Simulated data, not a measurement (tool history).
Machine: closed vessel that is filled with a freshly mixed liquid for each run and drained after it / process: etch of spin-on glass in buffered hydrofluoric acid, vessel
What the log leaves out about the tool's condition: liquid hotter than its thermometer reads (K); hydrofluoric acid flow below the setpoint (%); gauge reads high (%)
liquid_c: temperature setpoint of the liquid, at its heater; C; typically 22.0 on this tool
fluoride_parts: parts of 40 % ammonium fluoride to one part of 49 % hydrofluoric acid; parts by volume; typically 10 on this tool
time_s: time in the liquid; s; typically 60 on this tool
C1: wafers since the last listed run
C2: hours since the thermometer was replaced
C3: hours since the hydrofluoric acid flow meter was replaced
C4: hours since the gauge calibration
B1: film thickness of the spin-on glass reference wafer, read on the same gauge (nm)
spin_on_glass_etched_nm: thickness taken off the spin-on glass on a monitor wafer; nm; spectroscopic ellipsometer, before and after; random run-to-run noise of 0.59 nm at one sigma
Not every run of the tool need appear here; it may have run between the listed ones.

{"run": 1, "hour": 0.0, "liquid_c": 19.5, "fluoride_parts": 10, "time_s": 60, "C1": 0, "C2": 1842.8, "C3": 589.4, "C4": 159.1, "B1": 60.02, "spin_on_glass_etched_nm": 107.14}
{"run": 2, "hour": 21.5, "liquid_c": 22.0, "fluoride_parts": 10, "time_s": 60, "C1": 1871, "C2": 1864.3, "C3": 610.9, "C4": 180.6, "B1": 59.99, "spin_on_glass_etched_nm": 123.86}
{"run": 3, "hour": 44.2, "liquid_c": 22.0, "fluoride_parts": 10, "time_s": 60, "C1": 1976, "C2": 1887.0, "C3": 633.6, "C4": 203.3, "B1": 59.99, "spin_on_glass_etched_nm": 123.73}
{"run": 4, "hour": 69.1, "liquid_c": 22.0, "fluoride_parts": 10, "time_s": 60, "C1": 2168, "C2": 1911.9, "C3": 658.5, "C4": 228.2, "B1": 59.99, "spin_on_glass_etched_nm": 124.49}
{"run": 5, "hour": 89.3, "liquid_c": 22.0, "fluoride_parts": 10, "time_s": 60, "C1": 1758, "C2": 1932.1, "C3": 678.7, "C4": 248.4, "B1": 60.0, "spin_on_glass_etched_nm": 124.37}
{"run": 6, "hour": 108.8, "liquid_c": 22.0, "fluoride_parts": 10, "time_s": 60, "C1": 1697, "C2": 1951.6, "C3": 698.2, "C4": 267.9, "B1": 60.0, "spin_on_glass_etched_nm": 123.48}
{"run": 7, "hour": 121.1, "liquid_c": 22.0, "fluoride_parts": 10, "time_s": 60, "C1": 1070, "C2": 1963.9, "C3": 710.5, "C4": 280.2, "B1": 60.0, "spin_on_glass_etched_nm": 124.97}
{"run": 8, "hour": 145.5, "liquid_c": 22.0, "fluoride_parts": 10, "time_s": 60, "C1": 2124, "C2": 1988.3, "C3": 734.9, "C4": 304.6, "B1": 60.01, "spin_on_glass_etched_nm": 123.42}
{"run": 9, "hour": 171.5, "liquid_c": 22.0, "fluoride_parts": 10, "time_s": 60, "C1": 2263, "C2": 2014.3, "C3": 760.9, "C4": 330.6, "B1": 60.0, "spin_on_glass_etched_nm": 123.97}
{"run": 10, "hour": 193.9, "liquid_c": 22.0, "fluoride_parts": 10, "time_s": 60, "C1": 1950, "C2": 2036.7, "C3": 783.3, "C4": 353.0, "B1": 59.99, "spin_on_glass_etched_nm": 124.28}
{"run": 11, "hour": 214.8, "liquid_c": 22.0, "fluoride_parts": 10, "time_s": 60, "C1": 1819, "C2": 2057.6, "C3": 804.2, "C4": 373.9, "B1": 60.03, "spin_on_glass_etched_nm": 125.54}
{"run": 12, "hour": 232.5, "liquid_c": 22.0, "fluoride_parts": 10, "time_s": 60, "C1": 1541, "C2": 2075.3, "C3": 821.9, "C4": 391.6, "B1": 59.99, "spin_on_glass_etched_nm": 124.45}
{"run": 13, "hour": 255.5, "liquid_c": 22.0, "fluoride_parts": 10, "time_s": 60, "C1": 2002, "C2": 2098.3, "C3": 844.9, "C4": 414.6, "B1": 60.0, "spin_on_glass_etched_nm": 124.74}
{"hour": 266.6, "done": "thermometer replaced"}
{"run": 14, "hour": 340.7, "liquid_c": 22.0, "fluoride_parts": 10, "time_s": 60, "C1": 7331, "C2": 74.1, "C3": 930.1, "C4": 499.8, "B1": 60.0, "spin_on_glass_etched_nm": 128.86}
{"run": 15, "hour": 353.0, "liquid_c": 17.5, "fluoride_parts": 6, "time_s": 85, "C1": 1070, "C2": 86.4, "C3": 942.4, "C4": 512.1, "B1": 60.0, "spin_on_glass_etched_nm": 229.85}
{"run": 16, "hour": 372.6, "liquid_c": 24.5, "fluoride_parts": 7, "time_s": 60, "C1": 1706, "C2": 106.0, "C3": 962.0, "C4": 531.7, "B1": 59.99, "spin_on_glass_etched_nm": 208.97}
{"hour": 383.5, "done": "hydrofluoric acid flow meter replaced"}
{"run": 17, "hour": 393.1, "liquid_c": 19.5, "fluoride_parts": 7, "time_s": 60, "C1": 1697, "C2": 126.5, "C3": 9.6, "C4": 552.2, "B1": 59.99, "spin_on_glass_etched_nm": 159.54}
{"run": 18, "hour": 405.8, "liquid_c": 22.0, "fluoride_parts": 10, "time_s": 60, "C1": 1105, "C2": 139.2, "C3": 22.3, "C4": 564.9, "B1": 60.01, "spin_on_glass_etched_nm": 129.98}
{"hour": 418.7, "done": "gauge calibrated"}
{"run": 19, "hour": 423.9, "liquid_c": 20.0, "fluoride_parts": 7, "time_s": 95, "C1": 1575, "C2": 157.3, "C3": 40.4, "C4": 5.2, "B1": 59.99, "spin_on_glass_etched_nm": 259.04}
{"run": 20, "hour": 452.2, "liquid_c": 22.0, "fluoride_parts": 10, "time_s": 60, "C1": 2464, "C2": 185.6, "C3": 68.7, "C4": 33.5, "B1": 59.99, "spin_on_glass_etched_nm": 129.96}

Expected results for the next run?
{"hour": 459.9, "done": "thermometer replaced, repeated, since the last time left the tool worse"}
{"run": 21, "hour": 471.8, "liquid_c": 22.0, "fluoride_parts": 8, "time_s": 85, "C1": 1619, "C2": 11.9, "C3": 88.3, "C4": 53.1, "B1": "?", "spin_on_glass_etched_nm": "?"}

{"run 21": {"B1": 60.0, "spin_on_glass_etched_nm": 202.67}}
Without the tool's hidden state the same run would have given spin_on_glass_etched_nm 202.22 nm.
